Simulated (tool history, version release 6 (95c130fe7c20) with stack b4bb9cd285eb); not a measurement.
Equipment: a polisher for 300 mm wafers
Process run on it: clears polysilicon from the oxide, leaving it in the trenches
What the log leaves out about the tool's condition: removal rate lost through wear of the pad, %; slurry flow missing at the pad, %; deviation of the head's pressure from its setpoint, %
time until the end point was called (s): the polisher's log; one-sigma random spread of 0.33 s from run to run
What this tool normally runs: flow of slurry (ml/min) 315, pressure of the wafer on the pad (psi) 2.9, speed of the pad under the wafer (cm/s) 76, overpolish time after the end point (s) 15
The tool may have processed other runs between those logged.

run	day	flow of slurry (ml/min)	pressure of the wafer on the pad (psi)	speed of the pad under the wafer (cm/s)	overpolish time after the end point (s)	wafers since the last listed run	wafers polished on this pad	hours since the slurry nozzle was cleaned	hours since the head pressure was calibrated	incoming thickness of the incoming film, nm	time until the end point was called (s)
1	0	315	3.2	76	19	0	1729	341.3	235.1	413.8	27
# day 1.558: worn pad replaced by a new one
2	2.475	315	2.9	76	15	416	165	400.7	294.5	407	28.9
3	3.554	315	2.9	76	15	194	360	426.6	320.4	408.2	29.7
4	5.262	375	2.9	56	15	308	668	467.6	361.4	411.6	39.7
5	9.362	375	2.9	56	15	739	1408	566	459.8	416.5	39.9
6	11.571	375	2.9	56	15	398	1806	619	512.8	415.6	40.4
# day 13.442: worn pad replaced by a new one
7	13.529	315	2.9	76	15	323	15	666	559.8	404.9	29.4
8	15.292	315	2.9	76	15	318	333	708.3	602.1	412.3	30
9	16.308	315	2.9	76	15	183	517	732.7	626.5	412.1	29.9
10	17.75	315	2.9	76	9	260	777	767.3	661.1	412.8	29.4
# day 19.658: slurry nozzle cleaned
11	26.304	315	2.9	76	9	1536	2313	159.5	866.4	411.1	29.2
# day 27.108: worn pad replaced by a new one
12	29.108	315	2.9	76	15	475	360	226.8	933.7	408.5	29.1
13	30.658	315	2.9	76	15	279	640	264	970.9	409.8	29.2
14	32.079	315	2.9	76	20	256	897	298.1	1005	410.5	29.2
15	33.679	315	2.9	76	15	288	1185	336.5	1043.4	408.9	29.1
# day 34.492: head pressure recalibrated
16	36.421	315	2.9	76	15	479	1665	402.3	46.3	414.5	30.1
# day 38.133: worn pad replaced by a new one
17	38.192	215	2.9	92	17	289	10	444.8	88.8	406.6	24.4
18	40.417	405	2.9	60	23	401	411	498.2	142.2	409.4	36.3
19	43.321	315	3.5	66	15	524	936	567.9	211.9	406.8	28.9
20	45.938	315	2.9	60	12	472	1408	630.7	274.7	419.2	37.7
21	47.854	230	2.9	76	15	345	1754	676.7	320.7	405.4	30.4
22	50.492	360	2.9	92	15	475	2229	740	384	410.4	23.9
# day 50.696: worn pad replaced by a new one
23	52.654	315	2.9	86	15	360	353	791.9	435.9	408.9	25.9
24	54.388	280	1.9	62	19	312	666	833.5	477.5	406.1	49.6
# day 57.296: slurry nozzle cleaned
25	57.317	315	2.9	76	15	521	1187	0.5	547.8	406.6	28.9
# day 61.762: worn pad replaced by a new one
26	63.046	315	2.9	90	15	1003	231	138	685.3	411.8	24.9
27	64.546	315	3.2	76	15	270	502	174	721.3	409.6	27

4 options for the next run, each taken on its own from the tool as it stands now. Forecast them:
A	64.562	315	2.9	76	15	3	505	174.4	721.7	407.4	?
B	64.562	265	2.3	60	12	3	505	174.4	721.7	407.4	?
C	64.562	365	2.9	76	15	3	505	174.4	721.7	407.4	?
D	64.562	350	3.2	58	22	3	505	174.4	721.7	407.4	?

run	time until the end point was called (s)
A	29.3
B	44.9
C	29
D	34.9
With no hidden state in the tool, these same runs would have given:
run	time until the end point was called (s)
A	29.3
B	44.9
C	29
D	34.9
